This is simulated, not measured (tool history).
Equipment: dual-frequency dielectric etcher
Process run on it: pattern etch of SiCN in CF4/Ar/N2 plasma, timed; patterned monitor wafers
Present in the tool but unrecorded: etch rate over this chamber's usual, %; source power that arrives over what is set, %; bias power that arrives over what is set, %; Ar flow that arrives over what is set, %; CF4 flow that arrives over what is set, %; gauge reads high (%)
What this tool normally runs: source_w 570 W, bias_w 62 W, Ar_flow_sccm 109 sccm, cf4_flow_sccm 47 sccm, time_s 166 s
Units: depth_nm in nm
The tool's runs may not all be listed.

run     day  source_w  bias_w  Ar_flow_sccm  cf4_flow_sccm  time_s  wafers since the last listed run  hours since the last wet clean  hours since the last source power generator calibration  hours since the last bias power generator calibration  hours since the last Ar flow controller change  hours since the last CF4 flow controller change  hours since the last upper electrode change  hours since the gauge calibration  read-back reference wafer on the same gauge, depth_nm  depth_nm
  1       0       570      62           101             47     166                                 0                           254.2                                                   2545.1                                                 2044.9                                          1981.4                                           4930.5                                       4535.8                              391.9                                                    157     161.9
  2   1.258       510      62           109             47     166                               197                           284.4                                                   2575.3                                                 2075.1                                          2011.6                                           4960.7                                         4566                              422.1                                                  157.1     149.2
  3   1.979       510      62           109             47     166                               113                           301.7                                                   2592.6                                                 2092.4                                          2028.9                                             4978                                       4583.3                              439.4                                                    157     149.2
  4   2.925       510      62           109             47     166                               148                           324.4                                                   2615.3                                                 2115.1                                          2051.6                                           5000.7                                         4606                              462.1                                                  156.9     149.1
  5   3.575       570      62           109             47     166                               102                             340                                                   2630.9                                                 2130.7                                          2067.2                                           5016.3                                       4621.6                              477.7                                                    157     160.3
  6   4.858       570      62           109             47     166                               201                           370.8                                                   2661.7                                                 2161.5                                            2098                                           5047.1                                       4652.4                              508.5                                                    157     160.3
      4.971  -- gauge calibrated
  7   5.438       570      62           109             54     166                                91                           384.7                                                   2675.6                                                 2175.4                                          2111.9                                             5061                                       4666.3                               11.2                                                    157     163.9
  8   6.846       570      62           109             54     166                               221                           418.5                                                   2709.4                                                 2209.2                                          2145.7                                           5094.8                                       4700.1                                 45                                                    157     163.7
  9   8.162       460      62           128             36   209.5                               206                           450.1                                                     2741                                                 2240.8                                          2177.3                                           5126.4                                       4731.7                               76.6                                                    157       164
 10   9.217       650      52           109             47   214.5                               165                           475.4                                                   2766.3                                                 2266.1                                          2202.6                                           5151.7                                         4757                              101.9                                                  156.9     218.9
     10.262  -- Ar flow controller replaced
 11  10.279       460      62           101             47     166                               127                           500.9                                                   2791.8                                                 2291.6                                             0.4                                           5177.2                                       4782.5                              127.4                                                    157     141.8
     12.096  -- wet clean of the chamber
 12  12.117       610      62            91             51     166                               131                             0.5                                                   2835.9                                                 2335.7                                            44.5                                           5221.3                                       4826.6                              171.5                                                    157     172.8
 13  12.958       680      53           109             58     180                               132                            20.7                                                   2856.1                                                 2355.9                                            64.7                                           5241.5                                       4846.8                              191.7                                                    157     195.5
 14  13.496       570      62           109             47     148                                84                            33.6                                                     2869                                                 2368.8                                            77.6                                           5254.4                                       4859.7                              204.6                                                    157     141.4
      14.45  -- CF4 flow controller replaced
     14.571  -- source power generator calibrated
       15.3  -- bias power generator calibrated
     15.458  -- upper electrode replaced
 15  15.479       570      62           109             47     166                               202                            81.2                                                     21.8                                                    4.3                                           125.2                                             24.7                                          0.5                              252.2                                                  157.1     163.2
 16  15.492       570      62           109             47     166                                 1                            81.5                                                     22.1                                                    4.6                                           125.5                                               25                                          0.8                              252.5                                                    157     162.7
 17  16.512       660      47           109             39     166                               160                             106                                                     46.6                                                   29.1                                             150                                             49.5                                         25.3                                277                                                    157     165.7
 18    17.7       570      71           109             47     166                               186                           134.5                                                     75.1                                                   57.6                                           178.5                                               78                                         53.8                              305.5                                                    157       167
 19  19.204       570      62           109             47     166                               236                           170.6                                                    111.2                                                   93.7                                           214.6                                            114.1                                         89.9                              341.6                                                  157.1     163.3
 20  20.404       570      62           134             47   124.5                               188                           199.4                                                      140                                                  122.5                                           243.4                                            142.9                                        118.7                              370.4                                                    157     118.7

Here are 5 independent what-if runs from the current tool condition. What would each one return?
  A  20.425       570      62           109             47     166                                 3                           199.9                                                    140.5                                                    123                                           243.9                                            143.4                                        119.2                              370.9                                                      ?         ?
  B  20.425       570      62           128             54     166                                 3                           199.9                                                    140.5                                                    123                                           243.9                                            143.4                                        119.2                              370.9                                                      ?         ?
  C  20.425       570      62           109             47   130.5                                 3                           199.9                                                    140.5                                                    123                                           243.9                                            143.4                                        119.2                              370.9                                                      ?         ?
  D  20.425       570      62           136             47     187                                 3                           199.9                                                    140.5                                                    123                                           243.9                                            143.4                                        119.2                              370.9                                                      ?         ?
  E  20.425       570      66           136             47     166                                 3                           199.9                                                    140.5                                                    123                                           243.9                                            143.4                                        119.2                              370.9                                                      ?         ?

run  read-back reference wafer on the same gauge, depth_nm  depth_nm
  A                                                    157     163.5
  B                                                    157     163.5
  C                                                    157     128.5
  D                                                    157       178
  E                                                    157     159.8
With no hidden state in the tool, these same runs would have given:
run  depth_nm
  A     163.1
  B     163.1
  C     128.2
  D     177.6
  E     159.5
